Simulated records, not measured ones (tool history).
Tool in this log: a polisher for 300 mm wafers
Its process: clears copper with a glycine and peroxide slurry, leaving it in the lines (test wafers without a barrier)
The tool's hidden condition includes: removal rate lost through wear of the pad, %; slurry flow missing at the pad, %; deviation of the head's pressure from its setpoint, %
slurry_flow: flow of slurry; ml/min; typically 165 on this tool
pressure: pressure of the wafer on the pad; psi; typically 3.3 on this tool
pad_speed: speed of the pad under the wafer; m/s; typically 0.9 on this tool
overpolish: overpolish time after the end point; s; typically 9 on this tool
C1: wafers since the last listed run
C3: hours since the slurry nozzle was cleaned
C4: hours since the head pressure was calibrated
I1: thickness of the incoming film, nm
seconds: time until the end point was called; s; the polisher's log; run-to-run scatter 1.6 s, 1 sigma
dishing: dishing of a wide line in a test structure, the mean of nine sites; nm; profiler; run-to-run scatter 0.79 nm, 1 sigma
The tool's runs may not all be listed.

{"run": 1, "hour": 0.0, "slurry_flow": 165, "pressure": 3.3, "pad_speed": 0.9, "overpolish": 9, "C1": 0, "wafers polished on this pad": 1436, "C3": 544.2, "C4": 1344.3, "I1": 740.9, "seconds": 141.5, "dishing": 33.9}
{"hour": 26.1, "done": "slurry nozzle cleaned"}
{"hour": 34.2, "done": "head pressure recalibrated"}
{"run": 2, "hour": 64.3, "slurry_flow": 165, "pressure": 3.3, "pad_speed": 0.9, "overpolish": 9, "C1": 426, "wafers polished on this pad": 1863, "C3": 38.2, "C4": 30.1, "I1": 754.4, "seconds": 144.7, "dishing": 32.5}
{"run": 3, "hour": 135.4, "slurry_flow": 165, "pressure": 3.3, "pad_speed": 0.9, "overpolish": 9, "C1": 494, "wafers polished on this pad": 2357, "C3": 109.3, "C4": 101.2, "I1": 730.3, "seconds": 138.7, "dishing": 33.4}
{"run": 4, "hour": 168.2, "slurry_flow": 165, "pressure": 3.3, "pad_speed": 0.9, "overpolish": 7, "C1": 228, "wafers polished on this pad": 2586, "C3": 142.1, "C4": 134, "I1": 745.4, "seconds": 145, "dishing": 26.6}
{"run": 5, "hour": 218.6, "slurry_flow": 165, "pressure": 3.3, "pad_speed": 0.9, "overpolish": 9, "C1": 350, "wafers polished on this pad": 2936, "C3": 192.5, "C4": 184.4, "I1": 738.1, "seconds": 141.1, "dishing": 32.5}
{"run": 6, "hour": 261.3, "slurry_flow": 165, "pressure": 3.3, "pad_speed": 0.9, "overpolish": 10, "C1": 297, "wafers polished on this pad": 3233, "C3": 235.2, "C4": 227.1, "I1": 746, "seconds": 141.8, "dishing": 35.9}
{"hour": 315.6, "done": "worn pad replaced by a new one"}
{"run": 7, "hour": 319.1, "slurry_flow": 165, "pressure": 3.3, "pad_speed": 0.9, "overpolish": 10, "C1": 374, "wafers polished on this pad": 24, "C3": 293, "C4": 284.9, "I1": 742.5, "seconds": 139.6, "dishing": 36.3}
{"run": 8, "hour": 363.6, "slurry_flow": 165, "pressure": 3.3, "pad_speed": 0.9, "overpolish": 9, "C1": 309, "wafers polished on this pad": 333, "C3": 337.5, "C4": 329.4, "I1": 741.3, "seconds": 137.5, "dishing": 34.5}
{"run": 9, "hour": 421.2, "slurry_flow": 165, "pressure": 3.3, "pad_speed": 0.9, "overpolish": 9, "C1": 400, "wafers polished on this pad": 734, "C3": 395.1, "C4": 387, "I1": 732.8, "seconds": 136.5, "dishing": 33.1}
{"run": 10, "hour": 449.3, "slurry_flow": 165, "pressure": 3.3, "pad_speed": 0.9, "overpolish": 9, "C1": 195, "wafers polished on this pad": 929, "C3": 423.2, "C4": 415.1, "I1": 738.7, "seconds": 140.9, "dishing": 32.6}
{"run": 11, "hour": 476.0, "slurry_flow": 125, "pressure": 2.6, "pad_speed": 0.76, "overpolish": 9, "C1": 185, "wafers polished on this pad": 1115, "C3": 449.9, "C4": 441.8, "I1": 740, "seconds": 196.3, "dishing": 24.2}
{"hour": 506.7, "done": "slurry nozzle cleaned"}
{"run": 12, "hour": 543.4, "slurry_flow": 165, "pressure": 3.3, "pad_speed": 0.9, "overpolish": 9, "C1": 461, "wafers polished on this pad": 1577, "C3": 36.7, "C4": 509.2, "I1": 743.4, "seconds": 142.4, "dishing": 32.5}
{"run": 13, "hour": 609.5, "slurry_flow": 165, "pressure": 3.3, "pad_speed": 0.9, "overpolish": 9, "C1": 459, "wafers polished on this pad": 2037, "C3": 102.8, "C4": 575.3, "I1": 734.8, "seconds": 141.4, "dishing": 33.8}
{"run": 14, "hour": 678.1, "slurry_flow": 165, "pressure": 4.3, "pad_speed": 0.9, "overpolish": 9, "C1": 477, "wafers polished on this pad": 2514, "C3": 171.4, "C4": 643.9, "I1": 739.6, "seconds": 113.3, "dishing": 39.8}
{"run": 15, "hour": 729.4, "slurry_flow": 165, "pressure": 4.1, "pad_speed": 0.9, "overpolish": 9, "C1": 356, "wafers polished on this pad": 2871, "C3": 222.7, "C4": 695.2, "I1": 731.4, "seconds": 115, "dishing": 39.6}
{"run": 16, "hour": 762.3, "slurry_flow": 165, "pressure": 3.3, "pad_speed": 0.9, "overpolish": 9, "C1": 228, "wafers polished on this pad": 3100, "C3": 255.6, "C4": 728.1, "I1": 740.9, "seconds": 142.6, "dishing": 32.1}
{"run": 17, "hour": 786.8, "slurry_flow": 125, "pressure": 3.3, "pad_speed": 0.78, "overpolish": 5, "C1": 170, "wafers polished on this pad": 3270, "C3": 280.1, "C4": 752.6, "I1": 749.6, "seconds": 164.7, "dishing": 17.5}
{"hour": 844.0, "done": "worn pad replaced by a new one"}
{"run": 18, "hour": 846.6, "slurry_flow": 190, "pressure": 3.3, "pad_speed": 0.9, "overpolish": 9, "C1": 388, "wafers polished on this pad": 18, "C3": 339.9, "C4": 812.4, "I1": 748.3, "seconds": 139.4, "dishing": 32.9}
{"run": 19, "hour": 913.4, "slurry_flow": 165, "pressure": 3.3, "pad_speed": 0.9, "overpolish": 5, "C1": 464, "wafers polished on this pad": 482, "C3": 406.7, "C4": 879.2, "I1": 739.9, "seconds": 143.3, "dishing": 18.1}
{"run": 20, "hour": 945.8, "slurry_flow": 180, "pressure": 3.3, "pad_speed": 0.9, "overpolish": 7, "C1": 225, "wafers polished on this pad": 708, "C3": 439.1, "C4": 911.6, "I1": 744.7, "seconds": 139.5, "dishing": 26.1}
{"run": 21, "hour": 982.8, "slurry_flow": 215, "pressure": 3.3, "pad_speed": 1.18, "overpolish": 13, "C1": 257, "wafers polished on this pad": 965, "C3": 476.1, "C4": 948.6, "I1": 748, "seconds": 115.2, "dishing": 56.1}
{"hour": 1002.2, "done": "slurry nozzle cleaned"}
{"run": 22, "hour": 1048.8, "slurry_flow": 165, "pressure": 4, "pad_speed": 0.9, "overpolish": 7, "C1": 452, "wafers polished on this pad": 1417, "C3": 46.6, "C4": 1014.6, "I1": 730.2, "seconds": 116.9, "dishing": 31.9}
{"run": 23, "hour": 1102.0, "slurry_flow": 165, "pressure": 4.2, "pad_speed": 0.9, "overpolish": 7, "C1": 370, "wafers polished on this pad": 1787, "C3": 99.8, "C4": 1067.8, "I1": 743.7, "seconds": 114.7, "dishing": 32.7}
{"run": 24, "hour": 1152.8, "slurry_flow": 220, "pressure": 3.3, "pad_speed": 0.9, "overpolish": 5, "C1": 353, "wafers polished on this pad": 2141, "C3": 150.6, "C4": 1118.6, "I1": 733.2, "seconds": 135.4, "dishing": 20}
{"run": 25, "hour": 1197.3, "slurry_flow": 115, "pressure": 2.4, "pad_speed": 0.9, "overpolish": 5, "C1": 309, "wafers polished on this pad": 2450, "C3": 195.1, "C4": 1163.1, "I1": 740.8, "seconds": 194, "dishing": 13.9}
{"run": 26, "hour": 1267.3, "slurry_flow": 165, "pressure": 3.3, "pad_speed": 0.9, "overpolish": 9, "C1": 486, "wafers polished on this pad": 2937, "C3": 265.1, "C4": 1233.1, "I1": 729.4, "seconds": 139.9, "dishing": 33.8}
{"hour": 1321.4, "done": "head pressure recalibrated"}
{"run": 27, "hour": 1326.0, "slurry_flow": 165, "pressure": 3.3, "pad_speed": 0.9, "overpolish": 9, "C1": 394, "wafers polished on this pad": 3332, "C3": 323.8, "C4": 4.6, "I1": 746.7, "seconds": 140.8, "dishing": 32.3}
{"hour": 1396.0, "done": "worn pad replaced by a new one"}
{"run": 28, "hour": 1396.5, "slurry_flow": 125, "pressure": 3.3, "pad_speed": 0.9, "overpolish": 11, "C1": 462, "wafers polished on this pad": 3, "C3": 394.3, "C4": 75.1, "I1": 746.5, "seconds": 147.2, "dishing": 38.2}
{"hour": 1433.7, "done": "slurry nozzle cleaned"}
{"run": 29, "hour": 1447.9, "slurry_flow": 135, "pressure": 4, "pad_speed": 1.1, "overpolish": 5, "C1": 350, "wafers polished on this pad": 354, "C3": 14.2, "C4": 126.5, "I1": 733.1, "seconds": 105.5, "dishing": 24.7}
{"run": 30, "hour": 1518.0, "slurry_flow": 165, "pressure": 3.3, "pad_speed": 0.9, "overpolish": 6, "C1": 487, "wafers polished on this pad": 841, "C3": 84.3, "C4": 196.6, "I1": 726.8, "seconds": 141.8, "dishing": 23.1}
{"run": 31, "hour": 1543.4, "slurry_flow": 220, "pressure": 2.5, "pad_speed": 1, "overpolish": 11, "C1": 176, "wafers polished on this pad": 1018, "C3": 109.7, "C4": 222, "I1": 740.2, "seconds": 156.6, "dishing": 34.1}
{"run": 32, "hour": 1740.3, "slurry_flow": 165, "pressure": 3.3, "pad_speed": 0.8, "overpolish": 9, "C1": 1369, "wafers polished on this pad": 2388, "C3": 306.6, "C4": 418.9, "I1": 746.6, "seconds": 150.8, "dishing": 31.7}
{"run": 33, "hour": 1790.1, "slurry_flow": 165, "pressure": 3.3, "pad_speed": 0.9, "overpolish": 9, "C1": 346, "wafers polished on this pad": 2734, "C3": 356.4, "C4": 468.7, "I1": 741.3, "seconds": 141, "dishing": 31.1}

What the log doesn't show, run by run:
removal rate lost through wear of the pad, %: 0 at every run
slurry flow missing at the pad, %: 0 at every run
deviation of the head's pressure from its setpoint, %: 0 at every run
